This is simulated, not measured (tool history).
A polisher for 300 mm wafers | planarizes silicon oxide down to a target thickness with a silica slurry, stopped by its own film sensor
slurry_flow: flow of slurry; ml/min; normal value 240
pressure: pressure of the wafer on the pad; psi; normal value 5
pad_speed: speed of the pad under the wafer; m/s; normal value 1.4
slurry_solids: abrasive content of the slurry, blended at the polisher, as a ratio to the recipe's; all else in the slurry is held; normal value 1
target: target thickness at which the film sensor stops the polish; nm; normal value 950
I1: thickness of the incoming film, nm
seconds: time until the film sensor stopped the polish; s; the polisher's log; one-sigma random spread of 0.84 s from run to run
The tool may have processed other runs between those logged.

{"run": 1, "hour": 0.0, "slurry_flow": 240, "pressure": 5, "pad_speed": 1.56, "slurry_solids": 1, "target": 950, "I1": 1321.2, "seconds": 65.7}
{"run": 2, "hour": 60.2, "slurry_flow": 240, "pressure": 5, "pad_speed": 1.4, "slurry_solids": 1, "target": 950, "I1": 1312.2, "seconds": 71}
{"run": 3, "hour": 105.2, "slurry_flow": 240, "pressure": 5, "pad_speed": 1.4, "slurry_solids": 1, "target": 950, "I1": 1337.9, "seconds": 76.8}
{"hour": 137.3, "done": "slurry nozzle cleaned"}
{"run": 4, "hour": 157.6, "slurry_flow": 255, "pressure": 5, "pad_speed": 1.4, "slurry_solids": 1, "target": 950, "I1": 1323.6, "seconds": 72.2}
{"hour": 169.7, "done": "slurry blender recalibrated"}
{"run": 5, "hour": 186.8, "slurry_flow": 255, "pressure": 5, "pad_speed": 1.4, "slurry_solids": 1, "target": 950, "I1": 1344, "seconds": 74.8}
{"hour": 202.2, "done": "worn pad replaced by a new one"}
{"run": 6, "hour": 221.9, "slurry_flow": 240, "pressure": 5, "pad_speed": 1.4, "slurry_solids": 1, "target": 950, "I1": 1330.6, "seconds": 76.3}
{"hour": 259.3, "done": "head pressure recalibrated"}
{"run": 7, "hour": 266.1, "slurry_flow": 240, "pressure": 5, "pad_speed": 1.4, "slurry_solids": 1, "target": 950, "I1": 1351.5, "seconds": 76.7}
{"hour": 280.2, "done": "conditioning disc replaced and pad reconditioned"}
{"run": 8, "hour": 310.5, "slurry_flow": 240, "pressure": 5, "pad_speed": 1.4, "slurry_solids": 1, "target": 950, "I1": 1329, "seconds": 77.8}
{"run": 9, "hour": 365.7, "slurry_flow": 240, "pressure": 4.4, "pad_speed": 1.4, "slurry_solids": 1, "target": 950, "I1": 1315.9, "seconds": 82.8}
{"run": 10, "hour": 431.4, "slurry_flow": 240, "pressure": 5, "pad_speed": 1.4, "slurry_solids": 1, "target": 950, "I1": 1302.4, "seconds": 76}
{"hour": 444.6, "done": "slurry nozzle cleaned"}
{"hour": 488.9, "done": "slurry blender recalibrated"}
{"run": 11, "hour": 494.6, "slurry_flow": 240, "pressure": 5, "pad_speed": 1.4, "slurry_solids": 1, "target": 950, "I1": 1332.4, "seconds": 82.9}
{"hour": 506.5, "done": "conditioning disc replaced and pad reconditioned, repeated, since the last time left the tool worse"}
{"hour": 527.6, "done": "worn pad replaced by a new one"}
{"run": 12, "hour": 528.1, "slurry_flow": 240, "pressure": 5.5, "pad_speed": 1.4, "slurry_solids": 0.9, "target": 950, "I1": 1307.1, "seconds": 65.4}
{"run": 13, "hour": 586.3, "slurry_flow": 290, "pressure": 5, "pad_speed": 1.78, "slurry_solids": 0.85, "target": 950, "I1": 1313.1, "seconds": 60.9}

Predict the results of run 14:
{"run": 14, "hour": 641.0, "slurry_flow": 165, "pressure": 5, "pad_speed": 1.4, "slurry_solids": 1, "target": 884, "I1": 1343.2, "seconds": "?"}

{"run 14": {"seconds": 93.9}}
If the tool had no hidden condition, the same run with the same run-to-run variation would have returned seconds 88.4 s.
